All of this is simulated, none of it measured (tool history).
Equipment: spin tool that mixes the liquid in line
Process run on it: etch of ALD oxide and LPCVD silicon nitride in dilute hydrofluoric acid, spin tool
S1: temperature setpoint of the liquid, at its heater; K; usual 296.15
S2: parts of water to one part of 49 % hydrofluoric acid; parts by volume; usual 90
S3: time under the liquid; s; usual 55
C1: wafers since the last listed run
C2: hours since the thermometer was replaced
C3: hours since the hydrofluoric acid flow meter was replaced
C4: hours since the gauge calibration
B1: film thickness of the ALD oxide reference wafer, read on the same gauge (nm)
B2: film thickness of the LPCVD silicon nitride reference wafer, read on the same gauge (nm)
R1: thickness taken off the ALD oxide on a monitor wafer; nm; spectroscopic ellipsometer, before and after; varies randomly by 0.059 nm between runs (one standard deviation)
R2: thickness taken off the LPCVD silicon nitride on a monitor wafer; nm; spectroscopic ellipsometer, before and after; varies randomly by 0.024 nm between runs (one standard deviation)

run,hour,S1,S2,S3,C1,C2,C3,C4,B1,B2,R1,R2
1,0,296.15,90,30,0,2342.2,1189.3,507.7,50,40.006,8.02,0.143
# hour 5: gauge calibrated
2,16.8,293.65,90,55,216,2359,1206.1,11.8,50,39.989,13.29,0.205
3,32.9,293.65,90,55,207,2375.1,1222.2,27.9,50.01,40.004,13.31,0.192
4,50.4,293.65,90,55,225,2392.6,1239.7,45.4,49.99,40.025,13.3,0.204
5,57.5,296.15,90,55,91,2399.7,1246.8,52.5,50.01,39.997,14.76,0.249
6,74.3,298.65,120,35,216,2416.5,1263.6,69.3,49.97,40.033,7.47,0.139
# hour 76.8: hydrofluoric acid flow meter replaced
7,90.3,291.15,90,55,193,2432.5,13.5,85.3,49.99,39.995,11.93,0.191
# hour 103.9: thermometer replaced
8,107.7,294.65,90,40,211,3.8,30.9,102.7,49.98,40.006,10.09,0.179
9,120.2,296.15,90,55,161,16.3,43.4,115.2,49.99,39.975,14.71,0.271
10,134.4,300.65,130,70,183,30.5,57.6,129.4,49.99,39.995,14.56,0.358
11,147.5,296.15,90,55,168,43.6,70.7,142.5,50.02,40.021,14.65,0.254
12,165.2,296.15,90,65,228,61.3,88.4,160.2,50.02,39.991,17.41,0.306
13,182.2,293.65,90,40,219,78.3,105.4,177.2,50.02,39.98,9.76,0.148
14,199.6,293.15,90,55,224,95.7,122.8,194.6,50.01,40.016,13.11,0.185
15,209.3,300.15,125,75,125,105.4,132.5,204.3,49.99,40.004,16.08,0.334
16,218.3,296.15,80,55,116,114.4,141.5,213.3,50,39.989,16.76,0.307
17,235.6,291.15,55,85,223,131.7,158.8,230.6,49.97,40.011,31.58,0.473
18,245.1,298.65,70,20,122,141.2,168.3,240.1,50.05,39.985,7.82,0.129
19,254.4,292.15,90,90,119,150.5,177.6,249.4,50.04,40.001,20.42,0.338
20,270.2,296.15,50,70,203,166.3,193.4,265.2,49.97,40.015,35.28,0.706
21,279.4,296.15,75,80,118,175.5,202.6,274.4,50,39.974,26.19,0.512
22,292.4,296.15,90,30,167,188.5,215.6,287.4,50.03,39.995,8.02,0.128
23,299.6,299.65,65,25,92,195.7,222.8,294.6,49.98,39.977,11.05,0.171
24,315.5,294.15,45,55,205,211.6,238.7,310.5,50.02,39.992,28.83,0.435
25,322.6,298.65,70,20,91,218.7,245.8,317.6,50.02,39.988,7.82,0.141

Consider 5 possible next runs. They are alternatives, not a sequence: every one starts from the tool as it was left by run 25. What does each give?
A,323,296.15,90,35,5,219.1,246.2,318,?,?,?,?
B,323,300.15,115,40,5,219.1,246.2,318,?,?,?,?
C,323,294.15,50,30,5,219.1,246.2,318,?,?,?,?
D,323,293.15,70,85,5,219.1,246.2,318,?,?,?,?
E,323,298.65,115,75,5,219.1,246.2,318,?,?,?,?

run,B1,B2,R1,R2
A,49.98,39.987,9.35,0.182
B,49.98,39.987,9.48,0.212
C,49.98,39.987,13.95,0.242
D,49.98,39.987,26.44,0.462
E,49.98,39.987,16.78,0.361
Take away the tool's hidden state, keep each run's random variation, and the runs would have read:
run,R1,R2
A,9.35,0.182
B,9.48,0.212
C,13.95,0.242
D,26.44,0.462
E,16.78,0.361

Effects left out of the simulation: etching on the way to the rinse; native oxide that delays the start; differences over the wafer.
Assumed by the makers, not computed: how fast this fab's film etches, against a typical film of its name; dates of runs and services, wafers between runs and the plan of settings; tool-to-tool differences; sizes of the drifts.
